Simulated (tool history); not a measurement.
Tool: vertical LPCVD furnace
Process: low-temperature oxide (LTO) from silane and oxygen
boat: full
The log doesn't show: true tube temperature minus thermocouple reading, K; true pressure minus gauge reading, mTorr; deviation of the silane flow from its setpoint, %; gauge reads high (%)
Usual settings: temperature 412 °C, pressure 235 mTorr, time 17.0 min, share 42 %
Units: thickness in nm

| run | hour | temperature | pressure | time | share | wafers since the last listed run | hours since the last temperature calibration | hours since the pressure gauge was zeroed | hours since the silane flow controller was replaced | hours since the gauge calibration | read-back reference wafer on the same gauge, thickness | thickness |
|---|---|---|---|---|---|---|---|---|---|---|---|---|
| 1 | 0.0 | 412 | 235 | 17.0 | 42 | 0 | 3585.8 | 4482.3 | 6546.0 | 266.7 | 189.97 | 216.78 |
| 2 | 15.7 | 412 | 235 | 17.0 | 42 | 252 | 3601.5 | 4498.0 | 6561.7 | 282.4 | 189.91 | 217.26 |
| 3 | 27.9 | 412 | 235 | 17.0 | 42 | 195 | 3613.7 | 4510.2 | 6573.9 | 294.6 | 189.97 | 217.52 |
| 4 | 36.5 | 412 | 235 | 17.0 | 42 | 138 | 3622.3 | 4518.8 | 6582.5 | 303.2 | 190.13 | 217.45 |
| 5 | 67.2 | 412 | 235 | 17.0 | 42 | 492 | 3653.0 | 4549.5 | 6613.2 | 333.9 | 189.96 | 217.49 |
|  | 106.7 | silane flow controller replaced |
| 6 | 107.2 | 412 | 235 | 17.0 | 42 | 256 | 3693.0 | 4589.5 | 0.5 | 373.9 | 189.98 | 218.26 |
| 7 | 111.8 | 412 | 235 | 17.0 | 42 | 73 | 3697.6 | 4594.1 | 5.1 | 378.5 | 189.84 | 217.84 |
| 8 | 116.4 | 412 | 235 | 17.0 | 42 | 73 | 3702.2 | 4598.7 | 9.7 | 383.1 | 190.01 | 217.69 |
| 9 | 121.0 | 412 | 235 | 17.0 | 42 | 73 | 3706.8 | 4603.3 | 14.3 | 387.7 | 190.04 | 218.33 |
|  | 150.6 | pressure gauge zeroed |
| 10 | 151.1 | 412 | 235 | 17.0 | 42 | 97 | 3736.9 | 0.5 | 44.4 | 417.8 | 189.83 | 218.68 |
| 11 | 155.7 | 412 | 235 | 17.0 | 42 | 73 | 3741.5 | 5.1 | 49.0 | 422.4 | 190.15 | 218.27 |
| 12 | 160.3 | 408 | 235 | 17.0 | 42 | 73 | 3746.1 | 9.7 | 53.6 | 427.0 | 189.92 | 209.20 |
| 13 | 171.9 | 408 | 235 | 17.0 | 42 | 186 | 3757.7 | 21.3 | 65.2 | 438.6 | 189.94 | 209.94 |
| 14 | 186.9 | 412 | 290 | 13.5 | 48 | 240 | 3772.7 | 36.3 | 80.2 | 453.6 | 190.01 | 243.07 |
| 15 | 201.9 | 412 | 235 | 17.0 | 42 | 240 | 3787.7 | 51.3 | 95.2 | 468.6 | 190.01 | 218.52 |
| 16 | 218.8 | 402 | 235 | 21.0 | 42 | 271 | 3804.6 | 68.2 | 112.1 | 485.5 | 189.96 | 243.44 |
| 17 | 235.4 | 412 | 190 | 17.0 | 46 | 266 | 3821.2 | 84.8 | 128.7 | 502.1 | 189.93 | 193.78 |

The next listed run, before its measurement:
|  | 235.6 | gauge calibrated |
|  | 266.9 | thermocouples replaced and temperature profile calibrated |
| 18 | 267.4 | 419 | 250 | 13.0 | 48 | 128 | 0.5 | 116.8 | 160.7 | 31.8 | ? | ? |

{"run 18": {"read-back reference wafer on the same gauge, thickness": 190.04, "thickness": 206.79}}
Without the tool's hidden state the same run would have given thickness 205.49 nm.

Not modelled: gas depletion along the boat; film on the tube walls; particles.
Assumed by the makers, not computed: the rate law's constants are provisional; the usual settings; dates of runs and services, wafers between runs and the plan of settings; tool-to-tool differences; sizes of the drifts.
